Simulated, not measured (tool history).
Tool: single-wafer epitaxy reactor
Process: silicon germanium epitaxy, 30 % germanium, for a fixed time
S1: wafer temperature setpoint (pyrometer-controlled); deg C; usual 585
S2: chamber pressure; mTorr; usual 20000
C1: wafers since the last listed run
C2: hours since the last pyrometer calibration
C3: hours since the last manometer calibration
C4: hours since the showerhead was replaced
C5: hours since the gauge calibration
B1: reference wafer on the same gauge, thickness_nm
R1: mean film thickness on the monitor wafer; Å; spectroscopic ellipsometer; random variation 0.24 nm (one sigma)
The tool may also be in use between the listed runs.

run	hour	S1	S2	C1	C2	C3	C4	C5	B1	R1
1	0	585	20000	0	2107.7	2577.9	6186.9	444.6	48.875	486.65
2	55.3	590	20000	555	2163	2633.2	6242.2	499.9	48.978	526.86
3	89.4	590	20000	342	2197.1	2667.3	6276.3	534	48.981	528.62
4	120	582	20000	307	2227.7	2697.9	6306.9	564.6	49.038	463.52
5	218.6	579	20000	990	2326.3	2796.5	6405.5	663.2	49.147	444.8
6	242.6	579	20000	241	2350.3	2820.5	6429.5	687.2	49.193	443.57
7	299.7	579	20000	573	2407.4	2877.6	6486.6	744.3	49.233	446.3
# hour 337.8: gauge calibrated
8	367.4	585	22500	679	2475.1	2945.3	6554.3	29.6	48.581	527.12
# hour 487.1: capacitance manometer re-zeroed and calibrated
9	495.6	585	22500	1207	2603.3	8.5	6682.5	157.8	48.728	519.36
10	522.7	585	20000	272	2630.4	35.6	6709.6	184.9	48.766	489.88
# hour 586.2: pyrometer calibrated
11	586.7	585	20000	562	0.5	99.6	6773.6	248.9	48.852	489.72
12	642	571	24900	555	55.8	154.9	6828.9	304.2	48.877	438.12
# hour 698.5: showerhead replaced
13	712.1	585	17000	623	125.9	225	13.6	374.3	48.96	441.7
14	776.3	585	17000	644	190.1	289.2	77.8	438.5	49.024	442.44
15	828.5	596	15900	524	242.3	341.4	130	490.7	49.084	506.37
16	887.8	593	24100	595	301.6	400.7	189.3	550	49.174	623.98
17	946.6	585	22500	590	360.4	459.5	248.1	608.8	49.262	527.62
18	997.4	576	20000	510	411.2	510.3	298.9	659.6	49.319	422.37
19	1048.7	593	23600	515	462.5	561.6	350.2	710.9	49.372	614.55

Forecast each of these 4 alternatives for the next run:
A	1049.1	598	20000	4	462.9	562	350.6	711.3	?	?
B	1049.1	585	23400	4	462.9	562	350.6	711.3	?	?
C	1049.1	585	15300	4	462.9	562	350.6	711.3	?	?
D	1049.1	585	22000	4	462.9	562	350.6	711.3	?	?

run	B1	R1
A	49.393	615.71
B	49.393	546.61
C	49.393	413.89
D	49.393	527.16
Without the tool's hidden state the same runs would have given:
run	R1
A	603.6
B	535.86
C	405.75
D	516.79

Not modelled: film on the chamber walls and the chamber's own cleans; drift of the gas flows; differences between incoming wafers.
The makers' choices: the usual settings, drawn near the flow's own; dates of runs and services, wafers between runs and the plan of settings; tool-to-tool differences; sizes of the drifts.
